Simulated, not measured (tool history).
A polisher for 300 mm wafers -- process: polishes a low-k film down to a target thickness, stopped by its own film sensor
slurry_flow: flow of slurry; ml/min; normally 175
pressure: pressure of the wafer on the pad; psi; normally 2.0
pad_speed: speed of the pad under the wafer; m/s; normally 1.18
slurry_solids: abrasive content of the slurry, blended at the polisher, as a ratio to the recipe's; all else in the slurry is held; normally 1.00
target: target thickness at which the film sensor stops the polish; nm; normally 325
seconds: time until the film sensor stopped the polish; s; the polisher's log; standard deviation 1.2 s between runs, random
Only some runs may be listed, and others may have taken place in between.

run    hour  slurry_flow  pressure  pad_speed  slurry_solids  target  wafers since the last listed run  wafers polished on this pad  hours since the slurry nozzle was cleaned  hours since the head pressure was calibrated  hours since the slurry blender was calibrated  hours since the conditioning disc was replaced  incoming thickness of the incoming film, nm  seconds
  1     0.0          175       2.0       1.18           1.00     325                                 0                         3735                                      340.9                                           9.7                                          138.1                                           113.0                                        390.4    130.4
       36.7  -- worn pad replaced by a new one
  2    68.3          175       2.0       1.18           1.00     325                               441                          216                                      409.2                                          78.0                                          206.4                                           181.3                                        388.3    132.4
  3   171.6          140       2.0       1.18           1.00     325                               708                          925                                      512.5                                         181.3                                          309.7                                           284.6                                        393.3    151.2
  4   231.5          175       2.0       1.18           1.00     325                               411                         1336                                      572.4                                         241.2                                          369.6                                           344.5                                        391.9    145.3
  5   335.9          175       2.0       1.18           1.00     325                               716                         2052                                      676.8                                         345.6                                          474.0                                           448.9                                        388.7    135.7
      361.2  -- conditioning disc replaced and pad reconditioned
      365.1  -- slurry blender recalibrated
  6   393.2          175       2.0       1.18           1.00     325                               365                         2418                                      734.1                                         402.9                                           28.1                                            32.0                                        384.7    128.9
      412.0  -- slurry nozzle cleaned
  7   459.6          175       2.0       1.18           1.00     325                               448                         2867                                       47.6                                         469.3                                           94.5                                            98.4                                        393.1    149.4
      498.5  -- worn pad replaced by a new one, repeated, since the last time left the tool worse
  8   507.1          175       2.0       1.18           1.10     325                               298                           58                                       95.1                                         516.8                                          142.0                                           145.9                                        392.2    118.1
      517.8  -- head pressure recalibrated
  9   607.7          175       2.0       1.18           1.00     325                               676                          735                                      195.7                                          89.9                                          242.6                                           246.5                                        384.7    108.9
 10   687.1          175       2.0       1.18           1.00     325                               544                         1280                                      275.1                                         169.3                                          322.0                                           325.9                                        384.0    108.9
 11   752.2          115       2.0       0.88           0.70     333                               446                         1726                                      340.2                                         234.4                                          387.1                                           391.0                                        391.0    179.1
      827.8  -- conditioning disc replaced and pad reconditioned
 12   850.6          130       1.7       1.18           1.00     325                               661                         2388                                      438.6                                         332.8                                          485.5                                            22.8                                        389.4    148.6
      869.1  -- slurry blender recalibrated
 13   893.5          175       1.4       1.54           1.00     325                               280                         2669                                      481.5                                         375.7                                           24.4                                            65.7                                        387.2    129.4
      949.9  -- worn pad replaced by a new one
 14   968.7          175       2.0       1.18           1.30     325                               488                          128                                      556.7                                         450.9                                           99.6                                           140.9                                        393.6    112.4
 15  1044.6          175       2.0       1.18           1.00     325                               520                          649                                      632.6                                         526.8                                          175.5                                           216.8                                        389.6    119.1
 16  1095.6          130       2.6       0.88           0.85     325                               349                          999                                      683.6                                         577.8                                          226.5                                           267.8                                        393.3    146.1
     1103.4  -- slurry nozzle cleaned
 17  1157.8          175       2.0       1.18           1.00     325                               419                         1419                                       54.4                                         640.0                                          288.7                                           330.0                                        383.9    109.8
     1196.6  -- head pressure recalibrated
 18  1212.7          195       2.2       1.18           1.00     310                               362                         1782                                      109.3                                          16.1                                          343.6                                           384.9                                        389.5    134.2
 19  1292.3          175       2.0       1.44           1.30     325                               546                         2328                                      188.9                                          95.7                                          423.2                                           464.5                                        398.9    109.1
     1309.9  -- conditioning disc replaced and pad reconditioned
     1382.0  -- slurry blender recalibrated
 20  1385.1          115       1.6       0.92           1.00     325                               609                         2937                                      281.7                                         188.5                                            3.1                                            75.2                                        396.5    220.1
     1459.5  -- worn pad replaced by a new one
 21  1492.1          175       2.0       1.18           1.00     325                               706                          223                                      388.7                                         295.5                                          110.1                                           182.2                                        394.1    126.0
 22  1578.4          175       1.4       0.76           0.80     319                               592                          816                                      475.0                                         381.8                                          196.4                                           268.5                                        389.2    278.5
 23  1642.3          175       2.0       1.18           1.00     325                               438                         1254                                      538.9                                         445.7                                          260.3                                           332.4                                        397.2    135.0

Run 24 is up next; what results do you expect?
 24  1697.2          175       2.0       0.94           1.00     314                               376                         1631                                      593.8                                         500.6                                          315.2                                           387.3                                        383.5        ?

Run 24 measured seconds 157.2 s.
If the tool had no hidden condition, the same run with the same run-to-run variation would have returned seconds 151.7 s.

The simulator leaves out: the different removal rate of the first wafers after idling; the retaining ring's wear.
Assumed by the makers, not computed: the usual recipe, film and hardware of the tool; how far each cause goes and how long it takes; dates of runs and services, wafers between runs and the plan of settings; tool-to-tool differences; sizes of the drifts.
